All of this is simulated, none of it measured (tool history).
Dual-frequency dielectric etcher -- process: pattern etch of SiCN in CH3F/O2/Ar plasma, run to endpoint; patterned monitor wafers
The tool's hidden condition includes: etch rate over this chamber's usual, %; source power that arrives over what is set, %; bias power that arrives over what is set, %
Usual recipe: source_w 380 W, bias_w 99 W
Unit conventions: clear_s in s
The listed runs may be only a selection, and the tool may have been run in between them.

run      day  source_w  bias_w  wafers since the last listed run  hours since the last wet clean  hours since the last source power generator calibration  hours since the last bias power generator calibration  hours since the last upper electrode change  incoming incoming film thickness, nm  clear_s
  1    0.000       380      99                                 0                           246.1                                                   2547.2                                                 2612.4                                       3119.8                                  6.38     16.0
  2    2.721       420     110                               972                           311.4                                                   2612.5                                                 2677.7                                       3185.1                                  6.43     14.8
  3    5.188       420     110                               881                           370.6                                                   2671.7                                                 2736.9                                       3244.3                                  6.38     14.7
  4    9.071       420     110                              1388                           463.8                                                   2764.9                                                 2830.1                                       3337.5                                  6.41     14.8
  5   11.250       380      99                               778                           516.1                                                   2817.2                                                 2882.4                                       3389.8                                  6.38     16.0
  6   13.438       350      91                               781                           568.6                                                   2869.7                                                 2934.9                                       3442.3                                  6.43     17.3
      14.846  -- wet clean of the chamber
  7   15.454       350      91                               363                            14.6                                                   2918.1                                                 2983.3                                       3490.7                                  6.43     17.3
  8   17.608       350      91                               770                            66.3                                                   2969.8                                                 3035.0                                       3542.4                                  6.46     17.3
  9   21.750       380      99                              1480                           165.7                                                   3069.2                                                 3134.4                                       3641.8                                  6.44     16.2
 10   23.788       380      99                               728                           214.6                                                   3118.1                                                 3183.3                                       3690.7                                  6.38     16.1
 11   27.054       320      80                              1167                           293.0                                                   3196.5                                                 3261.7                                       3769.1                                  6.44     18.9
 12   29.808       380      99                               984                           359.1                                                   3262.6                                                 3327.8                                       3835.2                                  6.42     16.1
 13   32.983       380      99                              1134                           435.3                                                   3338.8                                                 3404.0                                       3911.4                                  6.43     16.2
 14   35.129       380      99                               767                           486.8                                                   3390.3                                                 3455.5                                       3962.9                                  6.34     16.0
 15   39.154       400      99                              1438                           583.4                                                   3486.9                                                 3552.1                                       4059.5                                  6.41     16.0
      40.408  -- wet clean of the chamber
 16   42.246       380     117                               747                            44.1                                                   3561.1                                                 3626.3                                       4133.7                                  6.44     15.2
 17   44.362       350      99                               756                            94.9                                                   3611.9                                                 3677.1                                       4184.5                                  6.36     16.6
 18   48.533       380      99                              1490                           195.0                                                   3712.0                                                 3777.2                                       4284.6                                  6.40     16.2
      52.650  -- upper electrode replaced
 19   55.396       310      76                              2095                           359.7                                                   3876.7                                                 3941.9                                         65.9                                  6.43     19.8
 20   57.129       380      99                               619                           401.3                                                   3918.3                                                 3983.5                                        107.5                                  6.40     16.3
 21   58.700       320     109                               561                           439.0                                                   3956.0                                                 4021.2                                        145.2                                  6.44     16.7
      62.104  -- wet clean of the chamber
 22   62.125       380      90                               866                             0.5                                                   4038.2                                                 4103.4                                        227.4                                  6.42     17.1
      65.246  -- source power generator calibrated
 23   70.900       380      99                              3077                           211.1                                                    135.7                                                 4314.0                                        438.0                                  6.47     16.2
 24   74.875       430     106                              1420                           306.5                                                    231.1                                                 4409.4                                        533.4                                  6.40     14.8
 25   77.479       470     112                               930                           369.0                                                    293.6                                                 4471.9                                        595.9                                  6.37     14.0
      77.896  -- bias power generator calibrated
 26   82.679       480      84                              1799                           493.8                                                    418.4                                                  114.8                                        720.7                                  6.40     15.5
      86.446  -- wet clean of the chamber
 27   86.467       380      99                               996                             0.5                                                    509.3                                                  205.7                                        811.6                                  6.41     15.7
 28   89.554       460     113                              1103                            74.6                                                    583.4                                                  279.8                                        885.7                                  6.40     13.8
 29   93.133       380     122                              1279                           160.5                                                    669.3                                                  365.7                                        971.6                                  6.43     14.5
 30   95.321       380      78                               781                           213.0                                                    721.8                                                  418.2                                       1024.1                                  6.44     17.6
 31   99.412       380      99                              1462                           311.2                                                    820.0                                                  516.4                                       1122.3                                  6.38     15.7
 32  102.442       470     118                              1082                           383.9                                                    892.7                                                  589.1                                       1195.0                                  6.40     13.5
 33  104.708       420      83                               810                           438.3                                                    947.1                                                  643.5                                       1249.4                                  6.42     16.4
 34  108.692       380      99                              1423                           533.9                                                   1042.7                                                  739.1                                       1345.0                                  6.36     15.7
 35  113.008       420      86                              1543                           637.5                                                   1146.3                                                  842.7                                       1448.6                                  6.37     16.1

Consider 4 possible next runs. They are alternatives, not a sequence: every one starts from the tool as it was left by run 35. What does each give?
  A  113.025       380      99                                 5                           637.9                                                   1146.7                                                  843.1                                       1449.0                                  6.40        ?
  B  113.025       460     124                                 5                           637.9                                                   1146.7                                                  843.1                                       1449.0                                  6.40        ?
  C  113.025       340      89                                 5                           637.9                                                   1146.7                                                  843.1                                       1449.0                                  6.40        ?
  D  113.025       340      99                                 5                           637.9                                                   1146.7                                                  843.1                                       1449.0                                  6.40        ?

run  clear_s
  A     15.7
  B     13.3
  C     17.1
  D     16.4
The same runs, with their run-to-run variation unchanged, on a tool lacking any hidden condition would have given:
run  clear_s
  A     15.6
  B     13.3
  C     17.0
  D     16.3
